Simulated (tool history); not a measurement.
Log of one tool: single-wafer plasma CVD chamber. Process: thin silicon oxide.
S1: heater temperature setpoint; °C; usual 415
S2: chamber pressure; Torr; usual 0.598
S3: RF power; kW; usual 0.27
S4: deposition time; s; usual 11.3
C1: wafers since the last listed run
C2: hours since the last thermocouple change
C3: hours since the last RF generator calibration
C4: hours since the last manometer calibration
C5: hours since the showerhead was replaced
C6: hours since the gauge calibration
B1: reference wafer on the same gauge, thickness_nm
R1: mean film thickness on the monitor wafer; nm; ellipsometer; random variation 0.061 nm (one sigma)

run 1 day=0 | S1=415 S2=0.598 S3=0.27 S4=11.3 | C1=0 C2=1015.3 C3=1206.6 C4=1061.9 C5=3423.2 C6=200.9 | B1=14.972 | R1=13.965
run 2 day=1.642 | S1=415 S2=0.598 S3=0.27 S4=11.3 | C1=1145 C2=1054.7 C3=1246 C4=1101.3 C5=3462.6 C6=240.3 | B1=14.965 | R1=14.003
run 3 day=2.862 | S1=415 S2=0.598 S3=0.27 S4=11.3 | C1=852 C2=1084 C3=1275.3 C4=1130.6 C5=3491.9 C6=269.6 | B1=14.994 | R1=13.977
run 4 day=3.488 | S1=415 S2=0.598 S3=0.27 S4=11.3 | C1=436 C2=1099 C3=1290.3 C4=1145.6 C5=3506.9 C6=284.6 | B1=14.997 | R1=13.972
run 5 day=4.9 | S1=415 S2=0.598 S3=0.23 S4=11.3 | C1=985 C2=1132.9 C3=1324.2 C4=1179.5 C5=3540.8 C6=318.5 | B1=14.985 | R1=13.165
-- day=5.683 gauge calibrated
run 6 day=6.1 | S1=415 S2=0.598 S3=0.23 S4=11.3 | C1=837 C2=1161.7 C3=1353 C4=1208.3 C5=3569.6 C6=10 | B1=14.839 | R1=13.201
-- day=6.438 RF generator calibrated
run 7 day=6.888 | S1=415 S2=0.598 S3=0.27 S4=11.3 | C1=316 C2=1180.6 C3=10.8 C4=1227.2 C5=3588.5 C6=28.9 | B1=14.845 | R1=13.8
-- day=7.621 thermocouple changed; heater temperature recalibrated
run 8 day=7.808 | S1=415 S2=0.598 S3=0.27 S4=11.3 | C1=410 C2=4.5 C3=32.9 C4=1249.3 C5=3610.6 C6=51 | B1=14.881 | R1=13.834
run 9 day=8.442 | S1=415 S2=0.598 S3=0.27 S4=11.3 | C1=442 C2=19.7 C3=48.1 C4=1264.5 C5=3625.8 C6=66.2 | B1=14.913 | R1=13.951
run 10 day=9.638 | S1=429 S2=0.476 S3=0.27 S4=12.7 | C1=834 C2=48.4 C3=76.8 C4=1293.2 C5=3654.5 C6=94.9 | B1=14.907 | R1=12.333
run 11 day=10.888 | S1=429 S2=0.598 S3=0.3 S4=11.3 | C1=872 C2=78.4 C3=106.8 C4=1323.2 C5=3684.5 C6=124.9 | B1=14.93 | R1=14.328
-- day=12.008 showerhead replaced
run 12 day=12.029 | S1=415 S2=0.598 S3=0.27 S4=11.3 | C1=564 C2=105.8 C3=134.2 C4=1350.6 C5=0.5 C6=152.3 | B1=14.982 | R1=13.894
-- day=12.583 capacitance manometer re-zeroed and calibrated
run 13 day=13.004 | S1=415 S2=0.598 S3=0.27 S4=11.3 | C1=447 C2=129.2 C3=157.6 C4=10.1 C5=23.9 C6=175.7 | B1=14.986 | R1=14.109
run 14 day=13.988 | S1=415 S2=0.598 S3=0.27 S4=11.3 | C1=686 C2=152.8 C3=181.2 C4=33.7 C5=47.5 C6=199.3 | B1=14.992 | R1=14.108
run 15 day=15.442 | S1=401 S2=0.598 S3=0.27 S4=11.9 | C1=1014 C2=187.7 C3=216.1 C4=68.6 C5=82.4 C6=234.2 | B1=14.996 | R1=14.895
run 16 day=16.275 | S1=429 S2=0.667 S3=0.295 S4=10.3 | C1=581 C2=207.7 C3=236.1 C4=88.6 C5=102.4 C6=254.2 | B1=14.999 | R1=14.62
run 17 day=17.342 | S1=408 S2=0.523 S3=0.245 S4=11.3 | C1=744 C2=233.3 C3=261.7 C4=114.2 C5=128 C6=279.8 | B1=15.015 | R1=11.907
run 18 day=18.538 | S1=425 S2=0.71 S3=0.29 S4=11.3 | C1=834 C2=262 C3=290.4 C4=142.9 C5=156.7 C6=308.5 | B1=15.033 | R1=17.075

Hidden state or all else? Some run-to-run changes of R1, split into what the settings, what came in and random variation would give without the hidden state, and what is left for the hidden state (with any gauge scatter that isn't in both results):
The hidden state here: wafer temperature above the value expected at the setpoint (K); delivered RF power above the setpoint (%); true pressure above the setpoint (%); gauge reads high (%).
Run 5 -> 6: gauge calibrated. R1 +0.036 nm: hidden state -0.144, all else +0.18.
Run 17 -> 18: S1 408 -> 425, S2 0.523 -> 0.71, S3 0.245 -> 0.29. R1 +5.168 nm: hidden state +0.081, all else +5.087.
